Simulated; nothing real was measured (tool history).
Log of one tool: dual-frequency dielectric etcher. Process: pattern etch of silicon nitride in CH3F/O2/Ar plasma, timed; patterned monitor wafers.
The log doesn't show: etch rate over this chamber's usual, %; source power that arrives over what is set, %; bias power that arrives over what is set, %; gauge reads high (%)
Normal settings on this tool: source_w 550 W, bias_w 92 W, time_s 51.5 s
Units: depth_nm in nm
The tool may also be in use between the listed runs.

run,day,source_w,bias_w,time_s,wafers since the last listed run,hours since the last wet clean,hours since the last source power generator calibration,hours since the last bias power generator calibration,hours since the last upper electrode change,hours since the gauge calibration,"read-back reference wafer on the same gauge, depth_nm",depth_nm
1,0.000,550,92,51.5,0,143.9,2101.4,1782.8,4268.9,617.7,36.60,44.07
2,0.979,550,92,61.5,339,167.4,2124.9,1806.3,4292.4,641.2,36.59,52.59
3,2.058,550,92,51.5,374,193.3,2150.8,1832.2,4318.3,667.1,36.59,44.08
4,3.492,550,92,51.5,497,227.7,2185.2,1866.6,4352.7,701.5,36.59,44.14
5,4.154,550,92,51.5,229,243.6,2201.1,1882.5,4368.6,717.4,36.62,44.06
6,5.062,550,92,51.5,315,265.4,2222.9,1904.3,4390.4,739.2,36.60,44.27
7,6.017,550,92,51.5,330,288.3,2245.8,1927.2,4413.3,762.1,36.60,44.19
8,7.004,550,92,51.5,342,312.0,2269.5,1950.9,4437.0,785.8,36.60,44.26
# day 8.038: gauge calibrated
9,8.467,550,92,51.5,507,347.1,2304.6,1986.0,4472.1,10.3,36.59,44.31
10,9.171,550,92,51.5,244,364.0,2321.5,2002.9,4489.0,27.2,36.61,44.38
11,10.612,550,92,51.5,500,398.6,2356.1,2037.5,4523.6,61.8,36.59,44.27
# day 11.033: source power generator calibrated
12,11.633,550,108,51.5,296,423.1,14.4,2062.0,4548.1,86.3,36.60,47.07
13,12.238,620,80,39.0,209,437.6,28.9,2076.5,4562.6,100.8,36.59,33.55
# day 13.371: upper electrode replaced
14,13.392,550,92,51.5,53,465.3,56.6,2104.2,0.5,128.5,36.61,44.56
15,14.208,670,101,51.5,283,484.9,76.2,2123.8,20.1,148.1,36.60,49.42
16,14.788,550,98,59.0,200,498.8,90.1,2137.7,34.0,162.0,36.60,52.04
17,16.033,640,104,46.5,432,528.7,120.0,2167.6,63.9,191.9,36.60,44.42
18,16.921,640,79,51.5,307,550.0,141.3,2188.9,85.2,213.2,36.60,44.82
# day 17.679: bias power generator calibrated
19,18.250,550,108,51.5,403,581.9,173.2,13.7,117.1,245.1,36.60,48.11
# day 19.500: wet clean of the chamber
20,19.521,610,92,51.5,93,0.5,203.7,44.2,147.6,275.6,36.60,46.25
21,20.046,550,92,51.5,182,13.1,216.3,56.8,160.2,288.2,36.61,44.60
22,21.396,500,103,45.0,468,45.5,248.7,89.2,192.6,320.6,36.61,39.05
23,22.742,630,86,51.5,466,77.8,281.0,121.5,224.9,352.9,36.61,45.70
24,23.967,550,102,51.5,424,107.2,310.4,150.9,254.3,382.3,36.60,46.10
25,24.529,550,92,51.5,195,120.7,323.9,164.4,267.8,395.8,36.59,44.48
26,25.054,650,110,51.5,182,133.3,336.5,177.0,280.4,408.4,36.60,50.50
27,25.962,490,92,51.5,315,155.1,358.3,198.8,302.2,430.2,36.60,42.68
28,27.412,660,92,66.5,502,189.9,393.1,233.6,337.0,465.0,36.59,61.42
29,28.054,550,92,36.0,222,205.3,408.5,249.0,352.4,480.4,36.59,31.17

What if the next run were any one of these 5? Each begins from the tool's condition after run 29:
A,28.071,550,73,51.5,5,205.7,408.9,249.4,352.8,480.8,?,?
B,28.071,670,113,51.5,5,205.7,408.9,249.4,352.8,480.8,?,?
C,28.071,550,70,51.5,5,205.7,408.9,249.4,352.8,480.8,?,?
D,28.071,610,115,44.5,5,205.7,408.9,249.4,352.8,480.8,?,?
E,28.071,550,71,51.5,5,205.7,408.9,249.4,352.8,480.8,?,?

run,"read-back reference wafer on the same gauge, depth_nm",depth_nm
A,36.59,41.06
B,36.59,51.39
C,36.59,40.50
D,36.59,43.15
E,36.59,40.68
Without the tool's hidden state the same runs would have given:
run,depth_nm
A,41.13
B,51.51
C,40.57
D,43.26
E,40.76

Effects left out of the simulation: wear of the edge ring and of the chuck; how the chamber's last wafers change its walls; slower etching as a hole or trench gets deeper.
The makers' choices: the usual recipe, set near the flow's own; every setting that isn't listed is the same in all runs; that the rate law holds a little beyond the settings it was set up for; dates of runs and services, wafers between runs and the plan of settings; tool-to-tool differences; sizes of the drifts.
